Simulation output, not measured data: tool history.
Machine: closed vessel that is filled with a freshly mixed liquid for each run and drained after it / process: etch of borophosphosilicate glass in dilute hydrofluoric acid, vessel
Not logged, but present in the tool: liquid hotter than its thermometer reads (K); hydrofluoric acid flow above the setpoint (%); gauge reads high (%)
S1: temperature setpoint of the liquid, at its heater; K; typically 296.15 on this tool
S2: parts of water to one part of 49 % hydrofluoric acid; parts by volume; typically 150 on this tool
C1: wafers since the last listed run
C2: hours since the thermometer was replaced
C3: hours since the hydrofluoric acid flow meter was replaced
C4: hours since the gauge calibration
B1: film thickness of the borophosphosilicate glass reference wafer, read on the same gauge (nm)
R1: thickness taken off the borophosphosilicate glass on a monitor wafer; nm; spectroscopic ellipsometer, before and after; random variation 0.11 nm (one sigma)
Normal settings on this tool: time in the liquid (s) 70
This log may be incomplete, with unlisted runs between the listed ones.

run 1 hour=0 | S1=296.15 S2=150 time_in_the_liquid_(s)=70 | C1=0 C2=1341.1 C3=1413.9 C4=242.9 | B1=119.99 | R1=21.45
run 2 hour=17.6 | S1=296.15 S2=150 time_in_the_liquid_(s)=70 | C1=1244 C2=1358.7 C3=1431.5 C4=260.5 | B1=119.99 | R1=21.24
run 3 hour=23.9 | S1=296.15 S2=150 time_in_the_liquid_(s)=55 | C1=445 C2=1365 C3=1437.8 C4=266.8 | B1=120.01 | R1=16.95
run 4 hour=36.3 | S1=296.15 S2=150 time_in_the_liquid_(s)=70 | C1=876 C2=1377.4 C3=1450.2 C4=279.2 | B1=120 | R1=21.61
run 5 hour=52.9 | S1=296.15 S2=150 time_in_the_liquid_(s)=70 | C1=1173 C2=1394 C3=1466.8 C4=295.8 | B1=120.01 | R1=21.48
run 6 hour=64 | S1=296.15 S2=150 time_in_the_liquid_(s)=85 | C1=785 C2=1405.1 C3=1477.9 C4=306.9 | B1=120.02 | R1=26.17
run 7 hour=76.6 | S1=296.15 S2=150 time_in_the_liquid_(s)=85 | C1=891 C2=1417.7 C3=1490.5 C4=319.5 | B1=120 | R1=26.42
run 8 hour=104.4 | S1=296.15 S2=150 time_in_the_liquid_(s)=85 | C1=1966 C2=1445.5 C3=1518.3 C4=347.3 | B1=120.03 | R1=26.37
-- hour=120.5 gauge calibrated
run 9 hour=124.2 | S1=295.15 S2=150 time_in_the_liquid_(s)=70 | C1=1400 C2=1465.3 C3=1538.1 C4=3.7 | B1=120 | R1=21.01
run 10 hour=139.1 | S1=297.65 S2=150 time_in_the_liquid_(s)=70 | C1=1053 C2=1480.2 C3=1553 C4=18.6 | B1=119.96 | R1=23.25
run 11 hour=154.2 | S1=296.15 S2=150 time_in_the_liquid_(s)=80 | C1=1067 C2=1495.3 C3=1568.1 C4=33.7 | B1=119.99 | R1=25.04
run 12 hour=161.6 | S1=296.15 S2=150 time_in_the_liquid_(s)=100 | C1=523 C2=1502.7 C3=1575.5 C4=41.1 | B1=119.99 | R1=30.99
run 13 hour=173.4 | S1=296.15 S2=150 time_in_the_liquid_(s)=100 | C1=834 C2=1514.5 C3=1587.3 C4=52.9 | B1=119.99 | R1=31
run 14 hour=187.8 | S1=294.65 S2=180 time_in_the_liquid_(s)=70 | C1=1018 C2=1528.9 C3=1601.7 C4=67.3 | B1=120.03 | R1=16.65
run 15 hour=204.5 | S1=298.15 S2=150 time_in_the_liquid_(s)=40 | C1=1181 C2=1545.6 C3=1618.4 C4=84 | B1=120 | R1=13.4
run 16 hour=220.7 | S1=296.15 S2=150 time_in_the_liquid_(s)=55 | C1=1145 C2=1561.8 C3=1634.6 C4=100.2 | B1=120 | R1=17.21
run 17 hour=234.8 | S1=294.65 S2=150 time_in_the_liquid_(s)=70 | C1=997 C2=1575.9 C3=1648.7 C4=114.3 | B1=120.03 | R1=20.62
run 18 hour=241.9 | S1=296.15 S2=150 time_in_the_liquid_(s)=70 | C1=502 C2=1583 C3=1655.8 C4=121.4 | B1=119.99 | R1=21.83
-- hour=249.3 hydrofluoric acid flow meter replaced
run 19 hour=249.8 | S1=291.65 S2=150 time_in_the_liquid_(s)=50 | C1=487 C2=1590.9 C3=0.5 C4=129.3 | B1=120.02 | R1=11.38
-- hour=252.8 thermometer replaced
run 20 hour=264.6 | S1=298.15 S2=200 time_in_the_liquid_(s)=70 | C1=975 C2=11.8 C3=15.3 C4=144.1 | B1=120 | R1=14.56
run 21 hour=271.4 | S1=292.15 S2=210 time_in_the_liquid_(s)=70 | C1=480 C2=18.6 C3=22.1 C4=150.9 | B1=120 | R1=10.93
run 22 hour=280.2 | S1=300.15 S2=150 time_in_the_liquid_(s)=70 | C1=622 C2=27.4 C3=30.9 C4=159.7 | B1=120 | R1=22.11
run 23 hour=287.5 | S1=299.15 S2=205 time_in_the_liquid_(s)=55 | C1=516 C2=34.7 C3=38.2 C4=167 | B1=120 | R1=11.46
run 24 hour=303.5 | S1=297.65 S2=210 time_in_the_liquid_(s)=95 | C1=1131 C2=50.7 C3=54.2 C4=183 | B1=120 | R1=18.33
run 25 hour=320.1 | S1=296.15 S2=150 time_in_the_liquid_(s)=70 | C1=1173 C2=67.3 C3=70.8 C4=199.6 | B1=119.99 | R1=19.08
run 26 hour=336.9 | S1=296.15 S2=150 time_in_the_liquid_(s)=70 | C1=1188 C2=84.1 C3=87.6 C4=216.4 | B1=120.02 | R1=19.14
run 27 hour=345.1 | S1=294.65 S2=210 time_in_the_liquid_(s)=50 | C1=579 C2=92.3 C3=95.8 C4=224.6 | B1=119.98 | R1=8.67
run 28 hour=362.2 | S1=292.65 S2=195 time_in_the_liquid_(s)=95 | C1=1209 C2=109.4 C3=112.9 C4=241.7 | B1=119.99 | R1=16.54
run 29 hour=368.4 | S1=300.15 S2=125 time_in_the_liquid_(s)=50 | C1=438 C2=115.6 C3=119.1 C4=247.9 | B1=120.01 | R1=19.77

Below are 4 alternative next runs, each starting from the tool's condition after run 29. Predict each:
run A hour=369.1 | S1=296.15 S2=150 time_in_the_liquid_(s)=70 | C1=49 C2=116.3 C3=119.8 C4=248.6 | B1=? | R1=?
run B hour=369.1 | S1=293.65 S2=80 time_in_the_liquid_(s)=35 | C1=49 C2=116.3 C3=119.8 C4=248.6 | B1=? | R1=?
run C hour=369.1 | S1=294.65 S2=110 time_in_the_liquid_(s)=70 | C1=49 C2=116.3 C3=119.8 C4=248.6 | B1=? | R1=?
run D hour=369.1 | S1=293.65 S2=185 time_in_the_liquid_(s)=45 | C1=49 C2=116.3 C3=119.8 C4=248.6 | B1=? | R1=?

run=A B1=120 R1=19.12
run=B B1=120 R1=17.55
run=C B1=120 R1=25.7
run=D B1=120 R1=8.72
Had the tool no hidden state, the same runs would have come out as:
run=A R1=18.86
run=B R1=17.32
run=C R1=25.36
run=D R1=8.6
